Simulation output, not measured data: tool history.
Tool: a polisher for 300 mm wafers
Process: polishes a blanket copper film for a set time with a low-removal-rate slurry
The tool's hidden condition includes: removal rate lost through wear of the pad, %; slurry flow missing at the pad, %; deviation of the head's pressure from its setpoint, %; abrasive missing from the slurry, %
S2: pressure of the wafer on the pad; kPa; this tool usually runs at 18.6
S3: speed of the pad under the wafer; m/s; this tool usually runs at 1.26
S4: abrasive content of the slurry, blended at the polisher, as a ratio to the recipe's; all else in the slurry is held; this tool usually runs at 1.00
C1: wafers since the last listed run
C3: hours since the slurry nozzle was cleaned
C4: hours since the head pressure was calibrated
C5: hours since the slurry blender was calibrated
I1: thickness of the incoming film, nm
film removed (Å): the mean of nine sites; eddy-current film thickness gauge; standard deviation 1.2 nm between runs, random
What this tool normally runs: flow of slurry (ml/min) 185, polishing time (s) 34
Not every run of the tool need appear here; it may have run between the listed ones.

{"run": 1, "hour": 0.0, "flow of slurry (ml/min)": 185, "S2": 18.6, "S3": 1.26, "S4": 1.0, "polishing time (s)": 34, "C1": 0, "wafers polished on this pad": 458, "C3": 11.2, "C4": 606.3, "C5": 73.3, "I1": 1041.6, "film removed (Å)": 1217}
{"run": 2, "hour": 81.9, "flow of slurry (ml/min)": 185, "S2": 18.6, "S3": 1.26, "S4": 1.0, "polishing time (s)": 34, "C1": 1132, "wafers polished on this pad": 1591, "C3": 93.1, "C4": 688.2, "C5": 155.2, "I1": 1054.1, "film removed (Å)": 1203}
{"hour": 123.5, "done": "head pressure recalibrated"}
{"hour": 160.1, "done": "slurry blender recalibrated"}
{"run": 3, "hour": 160.6, "flow of slurry (ml/min)": 185, "S2": 18.6, "S3": 1.26, "S4": 1.0, "polishing time (s)": 34, "C1": 1033, "wafers polished on this pad": 2624, "C3": 171.8, "C4": 37.1, "C5": 0.5, "I1": 1021.8, "film removed (Å)": 1290}
{"hour": 175.4, "done": "worn pad replaced by a new one"}
{"run": 4, "hour": 249.2, "flow of slurry (ml/min)": 185, "S2": 18.6, "S3": 1.26, "S4": 1.0, "polishing time (s)": 34, "C1": 1170, "wafers polished on this pad": 1020, "C3": 260.4, "C4": 125.7, "C5": 89.1, "I1": 1037.4, "film removed (Å)": 1292}
{"run": 5, "hour": 327.4, "flow of slurry (ml/min)": 185, "S2": 18.6, "S3": 1.26, "S4": 1.0, "polishing time (s)": 34, "C1": 1081, "wafers polished on this pad": 2102, "C3": 338.6, "C4": 203.9, "C5": 167.3, "I1": 1045.8, "film removed (Å)": 1297}
{"hour": 391.8, "done": "slurry blender recalibrated"}
{"run": 6, "hour": 410.3, "flow of slurry (ml/min)": 185, "S2": 18.6, "S3": 1.26, "S4": 0.95, "polishing time (s)": 34, "C1": 1119, "wafers polished on this pad": 3221, "C3": 421.5, "C4": 286.8, "C5": 18.5, "I1": 1019.5, "film removed (Å)": 1251}
{"hour": 434.2, "done": "worn pad replaced by a new one, of another model than before"}
{"run": 7, "hour": 447.4, "flow of slurry (ml/min)": 185, "S2": 18.6, "S3": 1.26, "S4": 0.95, "polishing time (s)": 34, "C1": 457, "wafers polished on this pad": 182, "C3": 458.6, "C4": 323.9, "C5": 55.6, "I1": 1039.7, "film removed (Å)": 1264}
{"run": 8, "hour": 498.1, "flow of slurry (ml/min)": 185, "S2": 18.6, "S3": 1.26, "S4": 0.95, "polishing time (s)": 34, "C1": 701, "wafers polished on this pad": 883, "C3": 509.3, "C4": 374.6, "C5": 106.3, "I1": 1031.0, "film removed (Å)": 1248}
{"hour": 550.3, "done": "slurry nozzle cleaned"}
{"run": 9, "hour": 574.5, "flow of slurry (ml/min)": 185, "S2": 18.6, "S3": 1.26, "S4": 0.95, "polishing time (s)": 34, "C1": 1043, "wafers polished on this pad": 1927, "C3": 24.2, "C4": 451.0, "C5": 182.7, "I1": 1056.4, "film removed (Å)": 1277}
{"run": 10, "hour": 611.2, "flow of slurry (ml/min)": 185, "S2": 18.6, "S3": 1.26, "S4": 0.95, "polishing time (s)": 34, "C1": 507, "wafers polished on this pad": 2434, "C3": 60.9, "C4": 487.7, "C5": 219.4, "I1": 1025.2, "film removed (Å)": 1235}
{"hour": 622.2, "done": "slurry blender recalibrated"}
{"hour": 645.7, "done": "worn pad replaced by a new one"}
{"run": 11, "hour": 689.1, "flow of slurry (ml/min)": 150, "S2": 18.6, "S3": 1.26, "S4": 1.0, "polishing time (s)": 27, "C1": 994, "wafers polished on this pad": 599, "C3": 138.8, "C4": 565.6, "C5": 66.9, "I1": 1060.5, "film removed (Å)": 933}
{"run": 12, "hour": 774.4, "flow of slurry (ml/min)": 185, "S2": 18.6, "S3": 1.64, "S4": 1.0, "polishing time (s)": 46, "C1": 1180, "wafers polished on this pad": 1779, "C3": 224.1, "C4": 650.9, "C5": 152.2, "I1": 1050.1, "film removed (Å)": 1919}
{"hour": 848.8, "done": "slurry blender recalibrated"}
{"run": 13, "hour": 881.9, "flow of slurry (ml/min)": 185, "S2": 15.9, "S3": 1.38, "S4": 1.0, "polishing time (s)": 34, "C1": 1459, "wafers polished on this pad": 3239, "C3": 331.6, "C4": 758.4, "C5": 33.1, "I1": 1040.6, "film removed (Å)": 1194}
{"hour": 892.9, "done": "head pressure recalibrated"}
{"hour": 909.1, "done": "worn pad replaced by a new one"}
{"run": 14, "hour": 952.7, "flow of slurry (ml/min)": 140, "S2": 16.5, "S3": 1.26, "S4": 1.0, "polishing time (s)": 38, "C1": 896, "wafers polished on this pad": 602, "C3": 402.4, "C4": 59.8, "C5": 103.9, "I1": 1057.4, "film removed (Å)": 1224}
{"run": 15, "hour": 1033.3, "flow of slurry (ml/min)": 225, "S2": 18.6, "S3": 1.26, "S4": 1.0, "polishing time (s)": 24, "C1": 1115, "wafers polished on this pad": 1717, "C3": 483.0, "C4": 140.4, "C5": 184.5, "I1": 1038.7, "film removed (Å)": 950}
{"hour": 1072.6, "done": "slurry nozzle cleaned"}
{"hour": 1083.0, "done": "slurry blender recalibrated"}
{"run": 16, "hour": 1127.3, "flow of slurry (ml/min)": 205, "S2": 18.6, "S3": 1.26, "S4": 1.0, "polishing time (s)": 34, "C1": 1258, "wafers polished on this pad": 2976, "C3": 54.7, "C4": 234.4, "C5": 44.3, "I1": 1042.9, "film removed (Å)": 1308}
{"hour": 1137.7, "done": "worn pad replaced by a new one"}
{"run": 17, "hour": 1181.4, "flow of slurry (ml/min)": 185, "S2": 18.6, "S3": 1.26, "S4": 1.1, "polishing time (s)": 34, "C1": 693, "wafers polished on this pad": 604, "C3": 108.8, "C4": 288.5, "C5": 98.4, "I1": 1051.5, "film removed (Å)": 1316}

Alternative continuations, all from the tool just after run 17; predict every row:
{"run": "A", "hour": 1181.8, "flow of slurry (ml/min)": 185, "S2": 18.6, "S3": 1.44, "S4": 1.0, "polishing time (s)": 34, "C1": 5, "wafers polished on this pad": 610, "C3": 109.2, "C4": 288.9, "C5": 98.8, "I1": 1022.5, "film removed (Å)": "?"}
{"run": "B", "hour": 1181.8, "flow of slurry (ml/min)": 185, "S2": 18.6, "S3": 1.26, "S4": 1.0, "polishing time (s)": 44, "C1": 5, "wafers polished on this pad": 610, "C3": 109.2, "C4": 288.9, "C5": 98.8, "I1": 1022.5, "film removed (Å)": "?"}
{"run": "C", "hour": 1181.8, "flow of slurry (ml/min)": 160, "S2": 16.5, "S3": 1.26, "S4": 1.0, "polishing time (s)": 34, "C1": 5, "wafers polished on this pad": 610, "C3": 109.2, "C4": 288.9, "C5": 98.8, "I1": 1022.5, "film removed (Å)": "?"}
{"run": "D", "hour": 1181.8, "flow of slurry (ml/min)": 185, "S2": 18.6, "S3": 1.04, "S4": 1.25, "polishing time (s)": 39, "C1": 5, "wafers polished on this pad": 610, "C3": 109.2, "C4": 288.9, "C5": 98.8, "I1": 1022.5, "film removed (Å)": "?"}
{"run": "E", "hour": 1181.8, "flow of slurry (ml/min)": 215, "S2": 18.6, "S3": 1.26, "S4": 1.0, "polishing time (s)": 34, "C1": 5, "wafers polished on this pad": 610, "C3": 109.2, "C4": 288.9, "C5": 98.8, "I1": 1022.5, "film removed (Å)": "?"}

run=A film_removed_(Å)=1372
run=B film_removed_(Å)=1650
run=C film_removed_(Å)=1153
run=D film_removed_(Å)=1405
run=E film_removed_(Å)=1318
Stripped of hidden state, with their random variation kept, the same runs would have yielded:
run=A film_removed_(Å)=1390
run=B film_removed_(Å)=1672
run=C film_removed_(Å)=1168
run=D film_removed_(Å)=1423
run=E film_removed_(Å)=1336
